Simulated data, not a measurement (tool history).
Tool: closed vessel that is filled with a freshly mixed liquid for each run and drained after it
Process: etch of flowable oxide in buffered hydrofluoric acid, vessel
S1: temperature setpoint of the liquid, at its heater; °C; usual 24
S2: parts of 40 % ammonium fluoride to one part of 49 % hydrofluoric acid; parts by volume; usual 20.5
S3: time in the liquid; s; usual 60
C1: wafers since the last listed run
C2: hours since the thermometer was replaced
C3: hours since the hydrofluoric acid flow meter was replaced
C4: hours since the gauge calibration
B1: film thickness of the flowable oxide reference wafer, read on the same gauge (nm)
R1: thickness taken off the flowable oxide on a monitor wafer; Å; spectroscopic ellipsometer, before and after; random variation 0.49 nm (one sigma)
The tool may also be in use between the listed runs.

run 1 day=0 | S1=21.5 S2=20.5 S3=60 | C1=0 C2=588.9 C3=849.5 C4=1129.5 | B1=120.01 | R1=574
-- day=2.008 hydrofluoric acid flow meter replaced
run 2 day=13.488 | S1=21.5 S2=20.5 S3=60 | C1=41442 C2=912.6 C3=275.5 C4=1453.2 | B1=120 | R1=565.3
run 3 day=19.783 | S1=26.5 S2=20.5 S3=60 | C1=19404 C2=1063.7 C3=426.6 C4=1604.3 | B1=120.04 | R1=759.6
run 4 day=21.638 | S1=26.5 S2=20.5 S3=60 | C1=5714 C2=1108.2 C3=471.1 C4=1648.8 | B1=119.98 | R1=754.9
-- day=33.5 thermometer replaced
run 5 day=33.546 | S1=26.5 S2=20.5 S3=60 | C1=36575 C2=1.1 C3=756.9 C4=1934.6 | B1=119.98 | R1=749
-- day=36.908 gauge calibrated
run 6 day=37.596 | S1=24 S2=20.5 S3=60 | C1=12482 C2=98.3 C3=854.1 C4=16.5 | B1=120.02 | R1=658.8
run 7 day=39.438 | S1=24 S2=20.5 S3=60 | C1=5676 C2=142.5 C3=898.3 C4=60.7 | B1=120.02 | R1=660.7
-- day=40.142 hydrofluoric acid flow meter replaced
run 8 day=41.883 | S1=24 S2=20.5 S3=60 | C1=7410 C2=201.2 C3=41.8 C4=119.4 | B1=119.99 | R1=654.5
run 9 day=44.775 | S1=25.5 S2=25 S3=60 | C1=8912 C2=270.6 C3=111.2 C4=188.8 | B1=120.01 | R1=619.8
run 10 day=47.738 | S1=24 S2=20.5 S3=60 | C1=9130 C2=341.7 C3=182.3 C4=259.9 | B1=120 | R1=654.4
run 11 day=51.058 | S1=24 S2=20.5 S3=85 | C1=10235 C2=421.4 C3=262 C4=339.6 | B1=120.01 | R1=932.3
run 12 day=53.892 | S1=20 S2=16.5 S3=40 | C1=8732 C2=489.4 C3=330 C4=407.6 | B1=119.99 | R1=428.2
run 13 day=57.8 | S1=26.5 S2=20.5 S3=60 | C1=12046 C2=583.2 C3=423.8 C4=501.4 | B1=120.01 | R1=755.4
run 14 day=60.396 | S1=24 S2=20.5 S3=60 | C1=8000 C2=645.5 C3=486.1 C4=563.7 | B1=119.98 | R1=650.4
run 15 day=62.154 | S1=22 S2=23.5 S3=35 | C1=5419 C2=687.7 C3=528.3 C4=605.9 | B1=120.01 | R1=312.4
run 16 day=65.104 | S1=21.5 S2=20.5 S3=85 | C1=9092 C2=758.5 C3=599.1 C4=676.7 | B1=119.97 | R1=808.3
run 17 day=68.029 | S1=26 S2=23.5 S3=35 | C1=9015 C2=828.7 C3=669.3 C4=746.9 | B1=120 | R1=393.7

How the hidden state differs across the entries between the runs, from the last listed run before each to the first after it:
Between runs 1 and 2: hydrofluoric acid flow meter replaced (day 2.008)
  no hidden state differs between the two runs
Between runs 4 and 5: thermometer replaced (day 33.5)
  no hidden state differs between the two runs
Between runs 5 and 6: gauge calibrated (day 36.908)
  no hidden state differs between the two runs
Between runs 7 and 8: hydrofluoric acid flow meter replaced (day 40.142)
  no hidden state differs between the two runs
